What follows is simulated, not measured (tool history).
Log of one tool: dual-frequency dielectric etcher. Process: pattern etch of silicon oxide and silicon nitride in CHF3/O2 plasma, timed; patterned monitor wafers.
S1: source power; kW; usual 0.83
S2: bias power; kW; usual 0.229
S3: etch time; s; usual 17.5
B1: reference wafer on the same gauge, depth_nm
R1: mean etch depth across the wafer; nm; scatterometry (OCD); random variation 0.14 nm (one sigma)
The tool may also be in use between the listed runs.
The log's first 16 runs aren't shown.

{"hour": 222.2, "done": "upper electrode replaced"}
{"run": 17, "hour": 222.7, "S1": 0.83, "S2": 0.229, "S3": 17.5, "B1": 34.6, "R1": 31.73}
{"run": 18, "hour": 228.6, "S1": 0.83, "S2": 0.229, "S3": 17.5, "B1": 34.68, "R1": 31.8}
{"run": 19, "hour": 235.4, "S1": 0.97, "S2": 0.182, "S3": 19.5, "B1": 34.64, "R1": 33.2}
{"hour": 248.6, "done": "bias power generator calibrated"}
{"run": 20, "hour": 249.1, "S1": 0.75, "S2": 0.195, "S3": 15.5, "B1": 34.54, "R1": 25.22}
{"run": 21, "hour": 253.2, "S1": 0.76, "S2": 0.229, "S3": 17.5, "B1": 34.62, "R1": 31.2}
{"run": 22, "hour": 260.7, "S1": 0.83, "S2": 0.274, "S3": 13, "B1": 34.63, "R1": 25.91}
{"hour": 274.5, "done": "gauge calibrated"}
{"run": 23, "hour": 278.7, "S1": 0.83, "S2": 0.229, "S3": 21, "B1": 34.64, "R1": 38.33}
{"run": 24, "hour": 294.0, "S1": 0.83, "S2": 0.229, "S3": 17.5, "B1": 34.58, "R1": 31.97}
{"run": 25, "hour": 305.8, "S1": 1.02, "S2": 0.229, "S3": 17.5, "B1": 34.6, "R1": 34.21}
{"run": 26, "hour": 318.7, "S1": 1, "S2": 0.255, "S3": 14, "B1": 34.64, "R1": 28.46}
{"run": 27, "hour": 328.8, "S1": 0.83, "S2": 0.229, "S3": 15.5, "B1": 34.55, "R1": 28.43}
{"run": 28, "hour": 345.5, "S1": 0.83, "S2": 0.229, "S3": 17.5, "B1": 34.68, "R1": 32.08}
{"run": 29, "hour": 359.4, "S1": 0.75, "S2": 0.272, "S3": 12.5, "B1": 34.58, "R1": 24.5}
{"run": 30, "hour": 366.6, "S1": 0.96, "S2": 0.246, "S3": 20.5, "B1": 34.48, "R1": 40.78}
{"run": 31, "hour": 383.9, "S1": 0.95, "S2": 0.18, "S3": 17.5, "B1": 34.61, "R1": 29.66}

Forecast each of these 3 alternatives for the next run:
{"run": "A", "hour": 384.3, "S1": 0.83, "S2": 0.229, "S3": 17.5, "B1": "?", "R1": "?"}
{"run": "B", "hour": 384.3, "S1": 0.97, "S2": 0.284, "S3": 22.5, "B1": "?", "R1": "?"}
{"run": "C", "hour": 384.3, "S1": 0.97, "S2": 0.285, "S3": 17.5, "B1": "?", "R1": "?"}

run=A B1=34.54 R1=32.2
run=B B1=34.54 R1=48.09
run=C B1=34.54 R1=37.46
Without the tool's hidden state the same runs would have given:
run=A R1=31.35
run=B R1=46.82
run=C R1=36.48
